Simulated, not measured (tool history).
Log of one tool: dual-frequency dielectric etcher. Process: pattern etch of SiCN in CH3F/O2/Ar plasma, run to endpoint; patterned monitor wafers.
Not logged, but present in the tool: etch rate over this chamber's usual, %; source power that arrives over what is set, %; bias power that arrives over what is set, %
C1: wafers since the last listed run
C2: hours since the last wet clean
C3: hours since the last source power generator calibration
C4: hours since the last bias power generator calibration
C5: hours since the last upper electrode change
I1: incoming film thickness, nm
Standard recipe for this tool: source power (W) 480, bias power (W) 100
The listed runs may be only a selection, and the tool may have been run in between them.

run 1 hour=0 | source_power_(W)=480 bias_power_(W)=100 | C1=0 C2=68.7 C3=4873.1 C4=1481.1 C5=3694.7 | I1=11.82 | endpoint_time_(s)=25.5
run 2 hour=14.2 | source_power_(W)=480 bias_power_(W)=100 | C1=186 C2=82.9 C3=4887.3 C4=1495.3 C5=3708.9 | I1=11.89 | endpoint_time_(s)=25.7
run 3 hour=39.9 | source_power_(W)=480 bias_power_(W)=100 | C1=338 C2=108.6 C3=4913 C4=1521 C5=3734.6 | I1=11.83 | endpoint_time_(s)=25.6
run 4 hour=72 | source_power_(W)=480 bias_power_(W)=100 | C1=422 C2=140.7 C3=4945.1 C4=1553.1 C5=3766.7 | I1=11.84 | endpoint_time_(s)=25.6
run 5 hour=89.2 | source_power_(W)=480 bias_power_(W)=100 | C1=226 C2=157.9 C3=4962.3 C4=1570.3 C5=3783.9 | I1=11.8 | endpoint_time_(s)=25.9
run 6 hour=114.9 | source_power_(W)=480 bias_power_(W)=100 | C1=338 C2=183.6 C3=4988 C4=1596 C5=3809.6 | I1=11.83 | endpoint_time_(s)=25.8
run 7 hour=146.1 | source_power_(W)=480 bias_power_(W)=100 | C1=410 C2=214.8 C3=5019.2 C4=1627.2 C5=3840.8 | I1=11.89 | endpoint_time_(s)=26
run 8 hour=179 | source_power_(W)=480 bias_power_(W)=100 | C1=433 C2=247.7 C3=5052.1 C4=1660.1 C5=3873.7 | I1=11.81 | endpoint_time_(s)=25.8
run 9 hour=213 | source_power_(W)=480 bias_power_(W)=100 | C1=447 C2=281.7 C3=5086.1 C4=1694.1 C5=3907.7 | I1=11.71 | endpoint_time_(s)=25.6
run 10 hour=226.1 | source_power_(W)=480 bias_power_(W)=100 | C1=172 C2=294.8 C3=5099.2 C4=1707.2 C5=3920.8 | I1=11.89 | endpoint_time_(s)=26.1
-- hour=273.1 source power generator calibrated
run 11 hour=325.9 | source_power_(W)=480 bias_power_(W)=100 | C1=1261 C2=394.6 C3=52.8 C4=1807 C5=4020.6 | I1=11.85 | endpoint_time_(s)=26.1
run 12 hour=354.1 | source_power_(W)=480 bias_power_(W)=91 | C1=371 C2=422.8 C3=81 C4=1835.2 C5=4048.8 | I1=11.93 | endpoint_time_(s)=26.8
run 13 hour=374.1 | source_power_(W)=440 bias_power_(W)=87 | C1=263 C2=442.8 C3=101 C4=1855.2 C5=4068.8 | I1=11.85 | endpoint_time_(s)=28.5
-- hour=415.2 upper electrode replaced
-- hour=441.8 bias power generator calibrated
-- hour=447.1 wet clean of the chamber
run 14 hour=447.6 | source_power_(W)=450 bias_power_(W)=84 | C1=528 C2=0.5 C3=174.5 C4=5.8 C5=32.4 | I1=11.75 | endpoint_time_(s)=26.7
run 15 hour=448 | source_power_(W)=440 bias_power_(W)=87 | C1=5 C2=0.9 C3=174.9 C4=6.2 C5=32.8 | I1=11.9 | endpoint_time_(s)=26.9
run 16 hour=459.1 | source_power_(W)=480 bias_power_(W)=100 | C1=146 C2=12 C3=186 C4=17.3 C5=43.9 | I1=11.93 | endpoint_time_(s)=25.5
run 17 hour=487.8 | source_power_(W)=370 bias_power_(W)=123 | C1=377 C2=40.7 C3=214.7 C4=46 C5=72.6 | I1=11.76 | endpoint_time_(s)=26.8
run 18 hour=510.7 | source_power_(W)=480 bias_power_(W)=100 | C1=301 C2=63.6 C3=237.6 C4=68.9 C5=95.5 | I1=11.87 | endpoint_time_(s)=25.4
run 19 hour=540.1 | source_power_(W)=380 bias_power_(W)=115 | C1=387 C2=93 C3=267 C4=98.3 C5=124.9 | I1=11.84 | endpoint_time_(s)=26.9
run 20 hour=560.8 | source_power_(W)=480 bias_power_(W)=100 | C1=272 C2=113.7 C3=287.7 C4=119 C5=145.6 | I1=11.83 | endpoint_time_(s)=25.3
run 21 hour=580.7 | source_power_(W)=390 bias_power_(W)=80 | C1=261 C2=133.6 C3=307.6 C4=138.9 C5=165.5 | I1=11.77 | endpoint_time_(s)=29
run 22 hour=609.4 | source_power_(W)=370 bias_power_(W)=100 | C1=377 C2=162.3 C3=336.3 C4=167.6 C5=194.2 | I1=11.76 | endpoint_time_(s)=28.1

Consider 4 possible next runs. They are alternatives, not a sequence: every one starts from the tool as it was left by run 22. What does each give?
run A hour=609.8 | source_power_(W)=380 bias_power_(W)=100 | C1=5 C2=162.7 C3=336.7 C4=168 C5=194.6 | I1=11.92 | endpoint_time_(s)=?
run B hour=609.8 | source_power_(W)=430 bias_power_(W)=100 | C1=5 C2=162.7 C3=336.7 C4=168 C5=194.6 | I1=11.92 | endpoint_time_(s)=?
run C hour=609.8 | source_power_(W)=370 bias_power_(W)=80 | C1=5 C2=162.7 C3=336.7 C4=168 C5=194.6 | I1=11.92 | endpoint_time_(s)=?
run D hour=609.8 | source_power_(W)=480 bias_power_(W)=121 | C1=5 C2=162.7 C3=336.7 C4=168 C5=194.6 | I1=11.92 | endpoint_time_(s)=?

run=A endpoint_time_(s)=28.1
run=B endpoint_time_(s)=26.7
run=C endpoint_time_(s)=30
run=D endpoint_time_(s)=24.3
Had the tool no hidden state, the same runs would have come out as:
run=A endpoint_time_(s)=27.9
run=B endpoint_time_(s)=26.5
run=C endpoint_time_(s)=29.7
run=D endpoint_time_(s)=24.1

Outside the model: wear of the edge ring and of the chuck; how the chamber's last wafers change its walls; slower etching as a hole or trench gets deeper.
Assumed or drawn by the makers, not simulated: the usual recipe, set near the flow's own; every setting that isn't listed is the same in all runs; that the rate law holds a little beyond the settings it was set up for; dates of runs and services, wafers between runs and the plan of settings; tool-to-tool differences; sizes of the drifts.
